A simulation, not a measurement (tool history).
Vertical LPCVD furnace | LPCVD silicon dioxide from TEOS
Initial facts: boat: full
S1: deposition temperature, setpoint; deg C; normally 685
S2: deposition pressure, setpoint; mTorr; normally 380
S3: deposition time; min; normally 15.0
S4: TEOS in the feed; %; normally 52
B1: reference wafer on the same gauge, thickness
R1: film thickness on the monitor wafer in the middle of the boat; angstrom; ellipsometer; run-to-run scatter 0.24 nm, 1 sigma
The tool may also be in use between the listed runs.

| run | hour | S1 | S2 | S3 | S4 | B1 | R1 |
|---|---|---|---|---|---|---|---|
| 1 | 0.0 | 685 | 380 | 15.0 | 52 | 89.11 | 758.2 |
| 2 | 100.2 | 685 | 380 | 15.0 | 52 | 89.01 | 756.2 |
| 3 | 190.0 | 685 | 380 | 15.0 | 52 | 89.05 | 755.6 |
| 4 | 272.9 | 685 | 380 | 15.0 | 52 | 89.08 | 758.6 |
| 5 | 345.9 | 685 | 380 | 15.0 | 52 | 89.10 | 754.6 |
| 6 | 429.5 | 685 | 380 | 15.0 | 52 | 89.13 | 760.4 |
| 7 | 497.7 | 685 | 430 | 15.0 | 55 | 89.09 | 830.8 |
| 8 | 592.7 | 685 | 430 | 15.0 | 55 | 89.11 | 828.6 |
| 9 | 660.0 | 685 | 380 | 15.0 | 52 | 89.15 | 752.8 |
| 10 | 696.1 | 685 | 380 | 15.0 | 52 | 89.04 | 758.8 |
|  | 912.2 | thermocouples replaced and temperature profile calibrated |
| 11 | 937.8 | 685 | 380 | 15.0 | 52 | 89.12 | 762.7 |
|  | 998.2 | pressure gauge zeroed |
| 12 | 1021.5 | 685 | 435 | 15.0 | 52 | 89.08 | 811.0 |
| 13 | 1083.9 | 685 | 445 | 13.5 | 52 | 89.03 | 738.1 |
|  | 1141.9 | TEOS flow controller replaced |
| 14 | 1174.7 | 677 | 380 | 15.0 | 59 | 89.07 | 664.4 |
|  | 1198.2 | gauge calibrated |
| 15 | 1275.7 | 689 | 305 | 21.0 | 55 | 89.17 | 1078.4 |
| 16 | 1366.8 | 677 | 300 | 11.5 | 58 | 89.00 | 448.5 |
| 17 | 1434.6 | 685 | 455 | 15.0 | 52 | 89.10 | 828.3 |
| 18 | 1532.9 | 685 | 380 | 15.0 | 52 | 88.96 | 758.1 |
| 19 | 1668.6 | 692 | 410 | 15.0 | 55 | 89.12 | 955.1 |
| 20 | 1765.7 | 688 | 380 | 17.5 | 46 | 89.10 | 893.9 |
| 21 | 1835.8 | 677 | 305 | 15.0 | 56 | 89.05 | 579.4 |
| 22 | 1874.1 | 697 | 380 | 15.0 | 52 | 89.06 | 1009.6 |
| 23 | 1969.5 | 685 | 380 | 15.0 | 52 | 89.06 | 757.5 |
| 24 | 2048.7 | 673 | 340 | 15.0 | 44 | 89.16 | 491.5 |
| 25 | 2105.2 | 685 | 445 | 13.5 | 52 | 89.05 | 735.1 |

Predict each of these 3 candidate next runs independently; none follows another, all start after run 25:
| A | 2108.5 | 685 | 380 | 15.0 | 52 | ? | ? |
| B | 2108.5 | 685 | 380 | 9.0 | 52 | ? | ? |
| C | 2108.5 | 696 | 380 | 15.0 | 43 | ? | ? |

| run | B1 | R1 |
|---|---|---|
| A | 89.11 | 760.4 |
| B | 89.11 | 456.3 |
| C | 89.11 | 897.7 |
Without the tool's hidden state the same runs would have given:
| run | R1 |
|---|---|
| A | 760.4 |
| B | 456.3 |
| C | 897.7 |
